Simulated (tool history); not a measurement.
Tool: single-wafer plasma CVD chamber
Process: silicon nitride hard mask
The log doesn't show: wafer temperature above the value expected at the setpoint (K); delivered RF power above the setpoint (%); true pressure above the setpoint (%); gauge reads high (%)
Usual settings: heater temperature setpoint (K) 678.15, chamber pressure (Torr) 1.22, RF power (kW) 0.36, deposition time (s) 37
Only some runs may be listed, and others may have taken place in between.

run	day	heater temperature setpoint (K)	chamber pressure (Torr)	RF power (kW)	deposition time (s)	wafers since the last listed run	hours since the last thermocouple change	hours since the last RF generator calibration	hours since the last manometer calibration	hours since the showerhead was replaced	hours since the gauge calibration	read-back reference wafer on the same gauge, thickness_nm	mean film thickness on the monitor wafer (Å)
1	0	678.15	1.22	0.36	37	0	3072.6	1195.5	2038.2	6043.5	183	35.216	409.46
2	0.533	678.15	1.22	0.36	37	220	3085.4	1208.3	2051	6056.3	195.8	35.196	406.02
3	1.258	678.15	1.22	0.36	37	300	3102.8	1225.7	2068.4	6073.7	213.2	35.234	409
4	2.529	678.15	1.22	0.36	37	526	3133.3	1256.2	2098.9	6104.2	243.7	35.197	406.65
5	3.975	678.15	1.22	0.36	37	598	3168	1290.9	2133.6	6138.9	278.4	35.037	407.35
6	5.367	678.15	1.22	0.36	37	576	3201.4	1324.3	2167	6172.3	311.8	34.986	407.73
# day 6.9: showerhead replaced
7	6.921	678.15	1.41	0.36	37	505	3238.7	1361.6	2204.3	0.5	349.1	34.865	415.82
8	7.546	678.15	1.41	0.36	37	258	3253.7	1376.6	2219.3	15.5	364.1	34.794	417.54
9	8.108	678.15	1.22	0.36	37	233	3267.2	1390.1	2232.8	29	377.6	34.792	403.32
10	9.408	678.15	1.22	0.36	37	538	3298.4	1421.3	2264	60.2	408.8	34.779	402.09
# day 10.233: RF generator calibrated
11	10.904	678.15	1.22	0.36	32.3	481	3334.3	16.1	2299.9	96.1	444.7	34.612	349.19
12	11.642	688.15	1.22	0.36	37	305	3352	33.8	2317.6	113.8	462.4	34.588	394.91
# day 12.083: thermocouple changed; heater temperature recalibrated
# day 12.671: gauge calibrated
13	13.054	683.15	1.01	0.39	41.1	447	23.3	67.7	2351.5	147.7	9.2	35.147	458.63
14	14.446	678.15	1.22	0.36	37	576	56.7	101.1	2384.9	181.1	42.6	35.168	407.93
# day 15.604: capacitance manometer re-zeroed and calibrated
15	15.625	687.15	1.3	0.36	40.7	350	85	129.4	0.5	209.4	70.9	35.142	453.62
16	16.725	678.15	1.22	0.36	37	455	111.4	155.8	26.9	235.8	97.3	35.159	407.04

What does the tool deliver on the next run?
17	18.108	678.15	0.97	0.36	30.4	573	144.6	189	60.1	269	130.5	?	?

{"run 17": {"read-back reference wafer on the same gauge, thickness_nm": 35.131, "mean film thickness on the monitor wafer (Å)": 320.77}}
Take away the tool's hidden state, keep the run-to-run variation as it was, and the same run would have given mean film thickness on the monitor wafer (Å) 322.4.
